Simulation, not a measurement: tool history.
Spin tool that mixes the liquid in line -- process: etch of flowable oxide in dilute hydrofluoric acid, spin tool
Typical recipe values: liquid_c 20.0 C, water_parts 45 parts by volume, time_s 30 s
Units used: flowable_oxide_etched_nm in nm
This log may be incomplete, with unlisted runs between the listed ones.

run,hour,liquid_c,water_parts,time_s,"read-back film thickness of the flowable oxide reference wafer, read on the same gauge (nm)",flowable_oxide_etched_nm
1,0.0,20.0,45,20,70.01,15.86
2,30.0,22.0,45,30,70.01,25.95
3,65.2,22.0,45,30,70.04,25.71
4,123.5,22.0,45,30,69.98,25.90
5,195.0,17.0,45,30,70.02,21.04
6,228.3,17.0,45,30,70.04,21.05
# hour 236.3: thermometer replaced
7,281.3,17.0,45,30,69.96,20.51
8,320.8,20.0,55,30,70.03,18.84
9,353.8,20.0,55,30,69.99,18.95
10,385.5,19.0,45,30,70.00,22.31
11,428.7,20.0,45,45,69.97,35.03
12,460.7,24.5,45,50,69.98,46.83
13,507.2,18.5,45,40,70.02,29.34
14,570.1,23.0,30,40,69.96,54.40
15,615.6,24.0,35,30,69.97,36.24
16,643.8,20.0,45,30,69.95,23.45
17,714.8,20.0,45,30,69.98,23.58
# hour 778.4: hydrofluoric acid flow meter replaced
18,782.4,24.5,55,30,70.01,24.12
# hour 787.7: gauge calibrated
19,815.4,20.0,25,45,70.04,68.40
20,856.5,20.0,45,30,70.00,24.87
21,899.9,20.0,30,30,70.01,38.04
22,929.4,20.0,45,30,69.95,25.02
23,986.9,17.0,30,15,69.98,16.76
24,1025.3,22.0,45,30,70.02,27.15
25,1083.8,17.0,30,30,69.99,33.60
26,1147.5,20.0,45,25,70.00,20.79

What does the tool deliver on the next run?
27,1173.9,21.5,65,25,?,?

read-back film thickness of the flowable oxide reference wafer, read on the same gauge (nm): 70.01
flowable_oxide_etched_nm: 15.03 nm
The same run, on a tool lacking any hidden state, would have yielded flowable_oxide_etched_nm 14.39 nm.

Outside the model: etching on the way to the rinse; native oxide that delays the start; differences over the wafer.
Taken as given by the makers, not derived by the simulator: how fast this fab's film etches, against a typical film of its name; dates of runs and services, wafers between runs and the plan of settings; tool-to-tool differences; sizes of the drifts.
